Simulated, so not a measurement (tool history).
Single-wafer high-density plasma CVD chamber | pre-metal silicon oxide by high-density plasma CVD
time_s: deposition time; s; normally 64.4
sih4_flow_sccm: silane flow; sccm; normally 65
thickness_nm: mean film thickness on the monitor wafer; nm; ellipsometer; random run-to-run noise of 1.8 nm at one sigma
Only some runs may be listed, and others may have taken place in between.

run    hour  time_s  sih4_flow_sccm  read-back reference wafer on the same gauge, thickness_nm  thickness_nm
  1     0.0    64.4              65                                                    380.845       418.056
  2    84.8    64.4              65                                                    381.420       419.766
  3   141.9    64.4              65                                                    381.187       421.735
  4   209.1    64.4              65                                                    380.671       419.943
  5   266.4    64.4              65                                                    381.252       424.462
  6   366.5    64.4              65                                                    380.878       425.810
  7   451.9    71.5              55                                                    381.430       400.285
  8   496.8    71.2              65                                                    380.600       466.550
  9   549.3    71.2              65                                                    381.764       464.839
 10   630.3    64.4              65                                                    380.610       420.565
 11   691.9    64.4              65                                                    381.183       425.428
 12   773.9    64.4              65                                                    380.575       423.653
 13   875.2    64.4              65                                                    380.781       421.537
 14   932.7    64.4              65                                                    380.885       426.485
 15  1006.2    64.4              65                                                    380.224       427.802
 16  1109.7    64.4              65                                                    381.314       427.464
 17  1185.3    64.4              65                                                    381.334       426.823
 18  1233.5    67.5              65                                                    380.560       444.961
     1251.2  -- gauge calibrated
 19  1300.9    70.8              74                                                    380.552       528.773
 20  1338.3    64.4              65                                                    380.953       422.093
 21  1386.8    71.2              65                                                    381.225       468.404
 22  1473.2    52.6              55                                                    380.542       297.362
 23  1557.3    64.4              65                                                    381.378       426.303
 24  1617.3    59.8              78                                                    381.298       468.302
 25  1692.5    64.4              65                                                    380.889       423.634
     1743.8  -- silane flow controller replaced
 26  1744.3    72.1              73                                                    381.110       500.581
 27  1841.9    72.2              58                                                    380.935       406.499
 28  1921.6    69.8              73                                                    380.784       490.780
 29  2007.6    64.4              65                                                    380.333       407.800
 30  2202.1    58.6              71                                                    380.607       405.097
 31  2300.1    58.6              71                                                    381.789       402.959
 32  2368.4    73.2              58                                                    380.902       424.047
 33  2407.9    70.6              71                                                    380.906       494.319
 34  2450.2    53.2              70                                                    380.155       366.406
 35  2498.8    64.4              65                                                    380.738       420.086
 36  2573.9    70.5              65                                                    380.483       457.724
 37  2617.5    56.1              65                                                    380.679       362.642

4 options for the next run, each taken on its own from the tool as it stands now. Forecast them:
  A  2617.9    64.4              65                                                          ?             ?
  B  2617.9    77.0              58                                                          ?             ?
  C  2617.9    54.3              56                                                          ?             ?
  D  2617.9    52.0              60                                                          ?             ?

run  read-back reference wafer on the same gauge, thickness_nm  thickness_nm
  A                                                    380.378       419.569
  B                                                    380.378       452.365
  C                                                    380.378       309.074
  D                                                    380.378       315.005
Take away the tool's hidden state, keep each run's random variation, and the runs would have read:
run  thickness_nm
  A       407.960
  B       439.849
  C       300.522
  D       306.289
